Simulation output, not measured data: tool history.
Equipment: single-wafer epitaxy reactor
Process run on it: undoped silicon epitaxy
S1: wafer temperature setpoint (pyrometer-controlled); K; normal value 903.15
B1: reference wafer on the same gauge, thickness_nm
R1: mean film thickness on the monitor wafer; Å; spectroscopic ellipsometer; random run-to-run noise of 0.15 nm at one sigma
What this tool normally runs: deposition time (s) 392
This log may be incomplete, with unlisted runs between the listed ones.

{"run": 1, "day": 0.0, "S1": 903.15, "deposition time (s)": 392, "B1": 40.785, "R1": 428.98}
{"run": 2, "day": 0.329, "S1": 903.15, "deposition time (s)": 392, "B1": 40.785, "R1": 428.8}
{"run": 3, "day": 0.638, "S1": 903.15, "deposition time (s)": 392, "B1": 40.806, "R1": 433.32}
{"run": 4, "day": 1.171, "S1": 903.15, "deposition time (s)": 392, "B1": 40.804, "R1": 429.33}
{"run": 5, "day": 1.767, "S1": 903.15, "deposition time (s)": 392, "B1": 40.8, "R1": 429.97}
{"run": 6, "day": 2.283, "S1": 903.15, "deposition time (s)": 392, "B1": 40.796, "R1": 429.52}
{"run": 7, "day": 2.725, "S1": 903.15, "deposition time (s)": 392, "B1": 40.769, "R1": 430.11}
{"run": 8, "day": 3.475, "S1": 903.15, "deposition time (s)": 392, "B1": 40.781, "R1": 427.95}
{"run": 9, "day": 3.988, "S1": 903.15, "deposition time (s)": 392, "B1": 40.757, "R1": 430.2}
{"run": 10, "day": 4.617, "S1": 903.15, "deposition time (s)": 392, "B1": 40.793, "R1": 427.42}
{"run": 11, "day": 5.296, "S1": 903.15, "deposition time (s)": 392, "B1": 40.799, "R1": 429.03}
{"run": 12, "day": 5.633, "S1": 903.15, "deposition time (s)": 392, "B1": 40.809, "R1": 428.53}
{"run": 13, "day": 5.933, "S1": 915.15, "deposition time (s)": 392, "B1": 40.816, "R1": 578.77}
{"run": 14, "day": 6.971, "S1": 903.15, "deposition time (s)": 392, "B1": 40.782, "R1": 426.15}
{"run": 15, "day": 7.396, "S1": 903.15, "deposition time (s)": 392, "B1": 40.79, "R1": 424.66}
{"run": 16, "day": 7.925, "S1": 903.15, "deposition time (s)": 392, "B1": 40.779, "R1": 425.43}
{"run": 17, "day": 8.2, "S1": 903.15, "deposition time (s)": 392, "B1": 40.803, "R1": 425.35}
{"run": 18, "day": 8.65, "S1": 903.15, "deposition time (s)": 392, "B1": 40.798, "R1": 426.96}
{"day": 9.233, "done": "gauge calibrated"}
{"day": 9.333, "done": "pyrometer calibrated"}
{"run": 19, "day": 9.383, "S1": 903.15, "deposition time (s)": 392, "B1": 40.814, "R1": 441.99}
{"run": 20, "day": 9.788, "S1": 903.15, "deposition time (s)": 392, "B1": 40.819, "R1": 441.45}
{"run": 21, "day": 11.758, "S1": 903.15, "deposition time (s)": 392, "B1": 40.785, "R1": 444.23}
{"run": 22, "day": 12.021, "S1": 903.15, "deposition time (s)": 392, "B1": 40.764, "R1": 442.45}
{"run": 23, "day": 12.638, "S1": 915.15, "deposition time (s)": 452, "B1": 40.774, "R1": 690.58}
{"run": 24, "day": 13.021, "S1": 898.15, "deposition time (s)": 392, "B1": 40.845, "R1": 386.9}
{"run": 25, "day": 13.704, "S1": 890.15, "deposition time (s)": 392, "B1": 40.828, "R1": 314.28}

Run 26 has not been measured yet. What should we expect?
{"run": 26, "day": 13.958, "S1": 891.15, "deposition time (s)": 463, "B1": "?", "R1": "?"}

{"run 26": {"B1": 40.828, "R1": 381.02}}
If the tool had no hidden condition, the same run with the same run-to-run variation would have returned R1 382.06 Å.
